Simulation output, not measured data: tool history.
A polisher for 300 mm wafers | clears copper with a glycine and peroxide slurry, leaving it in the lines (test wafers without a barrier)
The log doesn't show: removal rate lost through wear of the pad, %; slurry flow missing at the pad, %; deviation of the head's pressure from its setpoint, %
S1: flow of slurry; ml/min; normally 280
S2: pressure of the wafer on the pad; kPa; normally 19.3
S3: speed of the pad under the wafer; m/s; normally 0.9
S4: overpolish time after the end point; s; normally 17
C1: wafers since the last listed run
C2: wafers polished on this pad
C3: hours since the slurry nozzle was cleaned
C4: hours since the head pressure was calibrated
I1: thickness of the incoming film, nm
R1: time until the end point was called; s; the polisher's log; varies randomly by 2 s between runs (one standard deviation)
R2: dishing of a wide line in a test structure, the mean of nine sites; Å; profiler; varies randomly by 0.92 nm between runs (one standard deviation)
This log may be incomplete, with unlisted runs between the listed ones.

run   hour   S1    S2    S3  S4   C1    C2     C3      C4     I1     R1   R2
  1      0  280  19.3   0.9  25    0  1773    422   699.7  631.8    145  724
  2   12.2  280  19.3   0.9  25  122  1896  434.2   711.9  639.7  148.6  704
      49.2  -- worn pad replaced by a new one
  3   49.7  280  19.3   0.9  25  335     4  471.7   749.4  646.6    151  694
  4   72.6  280  19.3   0.9  17  229   234  494.6   772.3  641.4  150.6  502
  5  100.3  280  19.3   0.9  17  277   511  522.3     800  647.1  149.8  513
  6  129.4  280  19.3   0.9  17  291   802  551.4   829.1  641.6  155.7  503
  7  146.3  280  19.3   0.9  17  169   972  568.3     846  633.4    152  527
  8  176.5  280  19.3   0.7  17  302  1274  598.5   876.2  640.4  180.7  433
  9  197.7  280  19.3   0.7  17  212  1486  619.7   897.4  649.6  185.8  442
 10  211.1  280  15.2   0.9  17  134  1621  633.1   910.8  647.3  181.1  445
 11  225.7  280  15.2   0.9  17  146  1767  647.7   925.4  651.6  179.6  453
       252  -- worn pad replaced by a new one
 12    254  280  19.3   0.9  17  243    20    676   953.7  645.2  153.3  522
 13  282.5  360  15.2  0.76  20  285   305  704.5   982.2  634.1  189.1  484
 14  300.1  280  19.3   0.9  23  176   481  722.1   999.8  638.6  153.4  675
     319.3  -- slurry nozzle cleaned
 15  330.1  280  19.3  0.82  17  290   772   10.8  1029.8  654.8  149.3  508
 16  361.4  280  19.3   0.9  25  313  1085   42.1  1061.1  649.4  143.1  773
 17  388.1  280  19.3   0.9  17  267  1353   68.8  1087.8  638.1  142.5  554
 18    403  365  17.2   0.9  17  149  1502   83.7  1102.7  654.5  152.8  525
     455.6  -- worn pad replaced by a new one
 19    462  325  24.1   0.9   7  550    63  142.7  1161.7  640.2  117.7  286
 20  491.6  230  19.3   0.9  22  296   360  172.3  1191.3  642.8  148.2  666
     527.8  -- head pressure recalibrated
 21    568  280  22.8   0.9  17  745  1105  248.7    40.2  656.7  132.2  580
 22  593.4  280  17.2   0.9  17  254  1359  274.1    65.6  642.8  162.2  490
 23  623.8  280  23.4   0.9  17  304  1663  304.5      96  640.7  125.8  597
 24  637.6  280  19.3   0.9  17  138  1802  318.3   109.8  644.6  143.2  535
 25  673.4  280  15.9   0.9  17  358  2160  354.1   145.6  653.2  165.2  473
     684.2  -- worn pad replaced by a new one
 26  702.7  280  19.3   0.9  25  253   184  383.4   174.9  646.7  145.8  736
 27  731.7  220  24.8  0.98   7  290   475  412.4   203.9  650.1  121.9  283
 28  755.3  350  19.3  0.76   9  236   711    436   227.5    654  168.1  279
 29  786.1  230  19.3   0.9  17  308  1019  466.8   258.3  649.8  159.3  518
 30  820.7  230  24.1   0.9  17  346  1366  501.4   292.9  640.8  133.9  582
 31  854.5  280  19.3   0.9  14  338  1704  535.2   326.7  643.6  150.6  449
       872  -- worn pad replaced by a new one
 32  880.4  280  19.3   0.9  17  219    84  561.1   352.6  642.4  149.9  531
 33    897  280  19.3   0.9  17  166   250  577.7   369.2    636  150.4  517

Hidden state at the last listed run before each entry between runs and at the first one after, where it differs:
Between runs 2 and 3: worn pad replaced by a new one (hour 49.2)
  slurry flow missing at the pad, %: 42 -> 42.9
  the result without the hidden state subtracted from the measured one, R1: +11.6 -> +12.3 s; R2: -47 -> -47 Å
Between runs 11 and 12: worn pad replaced by a new one (hour 252)
  slurry flow missing at the pad, %: 45.6 -> 45.8
  the result without the hidden state subtracted from the measured one, R1: +16.3 -> +14 s; R2: -39 -> -44 Å
Between runs 14 and 15: slurry nozzle cleaned (hour 319.3)
  slurry flow missing at the pad, %: 46.2 -> 4.75
  the result without the hidden state subtracted from the measured one, R1: +14.2 -> +0.7 s; R2: -54 -> -2 Å
Between runs 18 and 19: worn pad replaced by a new one (hour 455.6)
  slurry flow missing at the pad, %: 16.2 -> 23.1
  the result without the hidden state subtracted from the measured one, R1: +2.4 -> +3.2 s; R2: -7 -> -7 Å
Between runs 20 and 21: head pressure recalibrated (hour 527.8)
  slurry flow missing at the pad, %: 25.8 -> 31.5
  the result without the hidden state subtracted from the measured one, R1: +6.8 -> +6.5 s; R2: -25 -> -25 Å
Between runs 25 and 26: worn pad replaced by a new one (hour 684.2)
  slurry flow missing at the pad, %: 36.6 -> 37.7
  the result without the hidden state subtracted from the measured one, R1: +10.3 -> +9.5 s; R2: -26 -> -40 Å
Between runs 31 and 32: worn pad replaced by a new one (hour 872)
  slurry flow missing at the pad, %: 41.3 -> 41.7
  the result without the hidden state subtracted from the measured one, R1: +11.4 -> +11.5 s; R2: -32 -> -37 Å
